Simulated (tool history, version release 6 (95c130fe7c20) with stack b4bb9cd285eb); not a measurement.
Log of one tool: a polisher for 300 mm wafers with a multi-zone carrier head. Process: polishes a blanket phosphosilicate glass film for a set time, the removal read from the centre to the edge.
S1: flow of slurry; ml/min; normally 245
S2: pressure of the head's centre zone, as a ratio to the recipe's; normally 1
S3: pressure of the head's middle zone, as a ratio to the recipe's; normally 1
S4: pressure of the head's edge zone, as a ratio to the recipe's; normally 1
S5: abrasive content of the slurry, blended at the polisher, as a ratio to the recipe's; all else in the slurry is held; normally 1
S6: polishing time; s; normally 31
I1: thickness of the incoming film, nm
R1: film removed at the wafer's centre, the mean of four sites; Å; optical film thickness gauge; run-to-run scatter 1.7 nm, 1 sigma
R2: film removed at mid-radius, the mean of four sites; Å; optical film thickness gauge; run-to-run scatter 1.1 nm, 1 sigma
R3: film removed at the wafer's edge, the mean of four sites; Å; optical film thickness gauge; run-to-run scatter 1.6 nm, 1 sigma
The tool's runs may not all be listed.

| run | hour | S1 | S2 | S3 | S4 | S5 | S6 | I1 | R1 | R2 | R3 |
|---|---|---|---|---|---|---|---|---|---|---|---|
| 1 | 0 | 245 | 1 | 1 | 1 | 1 | 31 | 2080.7 | 1221 | 1247 | 1234 |
| 2 | 44.3 | 170 | 1 | 0.96 | 1.08 | 1 | 27 | 2067.3 | 1005 | 971 | 1027 |
| 3 | 69 | 245 | 1 | 1 | 1.11 | 1 | 31 | 2088.8 | 1199 | 1221 | 1234 |
| 4 | 111.7 | 245 | 1.05 | 0.93 | 1 | 0.7 | 31 | 2078.3 | 1074 | 992 | 1022 |
| 5 | 147.1 | 245 | 1 | 1 | 1 | 1 | 31 | 2055.1 | 1229 | 1226 | 1205 |
|  | 157.1 | edge zone pressure recalibrated |
|  | 176.4 | worn pad replaced by a new one |
|  | 177.6 | carrier head's membrane replaced by a new one, of another model than before |
| 6 | 208.8 | 245 | 1 | 1 | 0.96 | 1 | 24 | 2046.7 | 1047 | 1056 | 998 |
|  | 229.9 | slurry nozzle cleaned |
| 7 | 260.5 | 190 | 0.89 | 1 | 0.91 | 1 | 36 | 2087.3 | 1411 | 1460 | 1369 |
|  | 351.1 | centre zone pressure recalibrated |
| 8 | 452.4 | 245 | 1 | 1 | 1.1 | 0.85 | 31 | 2057.3 | 1138 | 1162 | 1159 |
| 9 | 510.5 | 170 | 1 | 1.07 | 1 | 1 | 31 | 2101.9 | 1142 | 1217 | 1171 |
| 10 | 545 | 245 | 1 | 1 | 1 | 1 | 31 | 2060.2 | 1224 | 1246 | 1181 |
| 11 | 592.3 | 215 | 1 | 1.1 | 0.89 | 1.15 | 31 | 2082.9 | 1240 | 1352 | 1227 |
|  | 597.2 | worn pad replaced by a new one |
| 12 | 617.9 | 245 | 1 | 1.08 | 1.04 | 1 | 31 | 2065.3 | 1329 | 1412 | 1356 |
|  | 630.3 | edge zone pressure recalibrated |
| 13 | 711.8 | 245 | 1 | 1 | 1 | 1 | 31 | 2031.7 | 1242 | 1264 | 1231 |
| 14 | 750.9 | 165 | 1.06 | 0.92 | 0.91 | 1 | 31 | 2059.2 | 1199 | 1124 | 1130 |
|  | 765.3 | slurry nozzle cleaned |
| 15 | 775.1 | 285 | 1 | 0.9 | 1 | 0.8 | 22 | 2072.1 | 825 | 773 | 808 |
| 16 | 829.6 | 245 | 1 | 1 | 1 | 1 | 31 | 2087.8 | 1246 | 1249 | 1205 |
| 17 | 901.4 | 245 | 0.94 | 0.95 | 1 | 1 | 24 | 2046.7 | 928 | 923 | 951 |

Run 18, settings as shown, results not yet in. Your forecast:
|  | 1054.7 | worn pad replaced by a new one |
| 18 | 1059.3 | 245 | 1 | 1 | 1 | 1 | 31 | 2044.1 | ? | ? | ? |

R1: 1308 Å
R2: 1349 Å
R3: 1334 Å
With the hidden condition absent and the run-to-run variation left alone, this run would have shown R1 1337 Å, R2 1379 Å, R3 1364 Å.
